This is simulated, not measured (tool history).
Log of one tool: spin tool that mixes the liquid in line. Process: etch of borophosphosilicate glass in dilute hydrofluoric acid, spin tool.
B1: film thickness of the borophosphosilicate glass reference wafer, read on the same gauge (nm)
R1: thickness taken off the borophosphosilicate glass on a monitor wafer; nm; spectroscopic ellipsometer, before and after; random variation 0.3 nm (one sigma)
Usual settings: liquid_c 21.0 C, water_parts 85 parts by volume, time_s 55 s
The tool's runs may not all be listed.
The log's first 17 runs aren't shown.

{"day": 43.488, "done": "gauge calibrated"}
{"run": 18, "day": 44.267, "liquid_c": 21.0, "water_parts": 85, "time_s": 55, "B1": 130.02, "R1": 45.02}
{"run": 19, "day": 46.029, "liquid_c": 24.5, "water_parts": 60, "time_s": 45, "B1": 129.98, "R1": 61.4}
{"run": 20, "day": 49.021, "liquid_c": 23.0, "water_parts": 60, "time_s": 45, "B1": 130.0, "R1": 58.46}
{"run": 21, "day": 51.425, "liquid_c": 21.0, "water_parts": 85, "time_s": 55, "B1": 130.0, "R1": 45.2}
{"run": 22, "day": 52.833, "liquid_c": 25.0, "water_parts": 75, "time_s": 75, "B1": 130.01, "R1": 82.64}
{"run": 23, "day": 55.796, "liquid_c": 23.0, "water_parts": 120, "time_s": 55, "B1": 130.02, "R1": 33.41}
{"run": 24, "day": 58.592, "liquid_c": 21.0, "water_parts": 85, "time_s": 35, "B1": 129.97, "R1": 28.5}
{"run": 25, "day": 60.604, "liquid_c": 24.0, "water_parts": 120, "time_s": 85, "B1": 130.03, "R1": 54.36}
{"run": 26, "day": 63.088, "liquid_c": 21.0, "water_parts": 125, "time_s": 55, "B1": 129.98, "R1": 29.62}
{"run": 27, "day": 64.95, "liquid_c": 22.5, "water_parts": 55, "time_s": 35, "B1": 130.0, "R1": 49.62}
{"run": 28, "day": 66.962, "liquid_c": 21.0, "water_parts": 120, "time_s": 70, "B1": 130.0, "R1": 39.34}
{"run": 29, "day": 69.121, "liquid_c": 21.0, "water_parts": 85, "time_s": 80, "B1": 130.0, "R1": 66.34}
{"run": 30, "day": 70.862, "liquid_c": 21.0, "water_parts": 85, "time_s": 55, "B1": 130.01, "R1": 45.9}
{"run": 31, "day": 72.117, "liquid_c": 17.5, "water_parts": 70, "time_s": 45, "B1": 130.0, "R1": 39.49}
{"run": 32, "day": 73.512, "liquid_c": 25.5, "water_parts": 105, "time_s": 40, "B1": 130.01, "R1": 31.04}
{"run": 33, "day": 75.896, "liquid_c": 21.0, "water_parts": 85, "time_s": 55, "B1": 130.01, "R1": 45.74}

Forecast each of these 3 alternatives for the next run:
{"run": "A", "day": 75.912, "liquid_c": 21.0, "water_parts": 85, "time_s": 55, "B1": "?", "R1": "?"}
{"run": "B", "day": 75.912, "liquid_c": 21.0, "water_parts": 60, "time_s": 30, "B1": "?", "R1": "?"}
{"run": "C", "day": 75.912, "liquid_c": 19.0, "water_parts": 115, "time_s": 75, "B1": "?", "R1": "?"}

run=A B1=130.01 R1=46.00
run=B B1=130.01 R1=36.57
run=C B1=130.01 R1=41.35
Without the tool's hidden state the same runs would have given:
run=A R1=43.56
run=B R1=34.68
run=C R1=39.11
